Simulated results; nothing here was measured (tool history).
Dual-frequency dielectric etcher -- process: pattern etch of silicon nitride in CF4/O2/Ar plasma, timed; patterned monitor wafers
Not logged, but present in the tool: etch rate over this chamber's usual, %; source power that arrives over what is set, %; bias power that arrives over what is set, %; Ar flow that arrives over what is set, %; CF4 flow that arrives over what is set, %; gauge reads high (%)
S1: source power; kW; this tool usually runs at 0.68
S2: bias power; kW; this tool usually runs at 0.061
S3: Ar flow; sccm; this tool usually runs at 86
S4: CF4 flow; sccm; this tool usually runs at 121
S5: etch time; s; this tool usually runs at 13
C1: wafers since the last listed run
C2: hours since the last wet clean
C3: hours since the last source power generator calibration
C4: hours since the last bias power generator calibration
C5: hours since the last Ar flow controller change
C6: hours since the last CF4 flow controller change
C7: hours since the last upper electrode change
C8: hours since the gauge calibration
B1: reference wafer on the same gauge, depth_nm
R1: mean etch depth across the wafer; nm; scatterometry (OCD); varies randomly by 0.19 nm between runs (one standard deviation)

Run 1, hour 0: usual settings but S2 0.054 kW, S5 15 s; C1 0; C2 199.2; C3 2207.6; C4 3295; C5 3693.6; C6 3822.2; C7 2249.8; C8 465.9; B1 31.15. Result: R1 40.13 nm.
Run 2, hour 25.8: usual settings but S2 0.054 kW, S5 15 s; C1 303; C2 225; C3 2233.4; C4 3320.8; C5 3719.4; C6 3848; C7 2275.6; C8 491.7; B1 31.09. Result: R1 39.89 nm.
Run 3, hour 64.8: usual settings but S2 0.054 kW, S5 15 s; C1 458; C2 264; C3 2272.4; C4 3359.8; C5 3758.4; C6 3887; C7 2314.6; C8 530.7; B1 31.09. Result: R1 39.58 nm.
Run 4, hour 128.9: usual settings but S5 15.5 s; C1 753; C2 328.1; C3 2336.5; C4 3423.9; C5 3822.5; C6 3951.1; C7 2378.7; C8 594.8; B1 30.96. Result: R1 43.12 nm.
Run 5, hour 162.7: usual settings but S5 15.5 s; C1 397; C2 361.9; C3 2370.3; C4 3457.7; C5 3856.3; C6 3984.9; C7 2412.5; C8 628.6; B1 30.93. Result: R1 42.89 nm.
At hour 195.8: wet clean of the chamber.
Run 6, hour 232.4: usual settings; C1 537; C2 36.6; C3 2440; C4 3527.4; C5 3926; C6 4054.6; C7 2482.2; C8 698.3; B1 30.87. Result: R1 36.24 nm.
Run 7, hour 269.9: usual settings; C1 440; C2 74.1; C3 2477.5; C4 3564.9; C5 3963.5; C6 4092.1; C7 2519.7; C8 735.8; B1 30.8. Result: R1 35.61 nm.
Run 8, hour 313.2: usual settings; C1 508; C2 117.4; C3 2520.8; C4 3608.2; C5 4006.8; C6 4135.4; C7 2563; C8 779.1; B1 30.75. Result: R1 35.8 nm.
Run 9, hour 358.1: usual settings; C1 527; C2 162.3; C3 2565.7; C4 3653.1; C5 4051.7; C6 4180.3; C7 2607.9; C8 824; B1 30.71. Result: R1 35.56 nm.
Run 10, hour 388.3: usual settings but S5 11.5 s; C1 354; C2 192.5; C3 2595.9; C4 3683.3; C5 4081.9; C6 4210.5; C7 2638.1; C8 854.2; B1 30.64. Result: R1 31.61 nm.
At hour 422.6: upper electrode replaced.
Run 11, hour 455.2: usual settings; C1 504; C2 259.4; C3 2662.8; C4 3750.2; C5 4148.8; C6 4277.4; C7 32.6; C8 921.1; B1 30.59. Result: R1 35.75 nm.
At hour 516.6: Ar flow controller replaced.
At hour 520.7: bias power generator calibrated.
At hour 544: wet clean of the chamber.
Run 12, hour 544.5: usual settings but S1 0.83 kW, S2 0.074 kW; C1 657; C2 0.5; C3 2752.1; C4 23.8; C5 27.9; C6 4366.7; C7 121.9; C8 1010.4; B1 30.46. Result: R1 46.83 nm.
Run 13, hour 549.8: usual settings but S2 0.055 kW; C1 62; C2 5.8; C3 2757.4; C4 29.1; C5 33.2; C6 4372; C7 127.2; C8 1015.7; B1 30.45. Result: R1 33.9 nm.
Run 14, hour 613: usual settings; C1 742; C2 69; C3 2820.6; C4 92.3; C5 96.4; C6 4435.2; C7 190.4; C8 1078.9; B1 30.36. Result: R1 35.88 nm.
At hour 639: CF4 flow controller replaced.
At hour 660.6: gauge calibrated.
Run 15, hour 661.5: usual settings but S1 0.61 kW, S2 0.051 kW, S3 65 sccm, S4 133 sccm; C1 499; C2 117.5; C3 2869.1; C4 140.8; C5 144.9; C6 22.5; C7 238.9; C8 0.9; B1 31.72. Result: R1 31.79 nm.
At hour 783.3: source power generator calibrated.
Run 16, hour 847.7: usual settings but S1 0.53 kW, S5 16 s; C1 2141; C2 303.7; C3 64.4; C4 327; C5 331.1; C6 208.7; C7 425.1; C8 187.1; B1 31.45. Result: R1 34.75 nm.
At hour 910: wet clean of the chamber.
Run 17, hour 910.5: usual settings but S1 0.79 kW, S2 0.051 kW, S4 135 sccm, S5 9 s; C1 455; C2 0.5; C3 127.2; C4 389.8; C5 393.9; C6 271.5; C7 487.9; C8 249.9; B1 31.4. Result: R1 27.65 nm.
Run 18, hour 951.6: usual settings but S3 67 sccm, S5 14.5 s; C1 483; C2 41.6; C3 168.3; C4 430.9; C5 435; C6 312.6; C7 529; C8 291; B1 31.31. Result: R1 41.95 nm.
Run 19, hour 977.7: usual settings but S2 0.048 kW; C1 306; C2 67.7; C3 194.4; C4 457; C5 461.1; C6 338.7; C7 555.1; C8 317.1; B1 31.29. Result: R1 33.23 nm.
Run 20, hour 1041.1: usual settings but S3 96 sccm, S5 10.5 s; C1 745; C2 131.1; C3 257.8; C4 520.4; C5 524.5; C6 402.1; C7 618.5; C8 380.5; B1 31.22. Result: R1 28.89 nm.

What will run 21 give?
Run 21, hour 1099.6: usual settings; C1 687; C2 189.6; C3 316.3; C4 578.9; C5 583; C6 460.6; C7 677; C8 439; B1 ?. Result: R1 ?.

B1: 31.1
R1: 36.41 nm
With no hidden state in the tool, this same run would have given R1 37.08 nm.
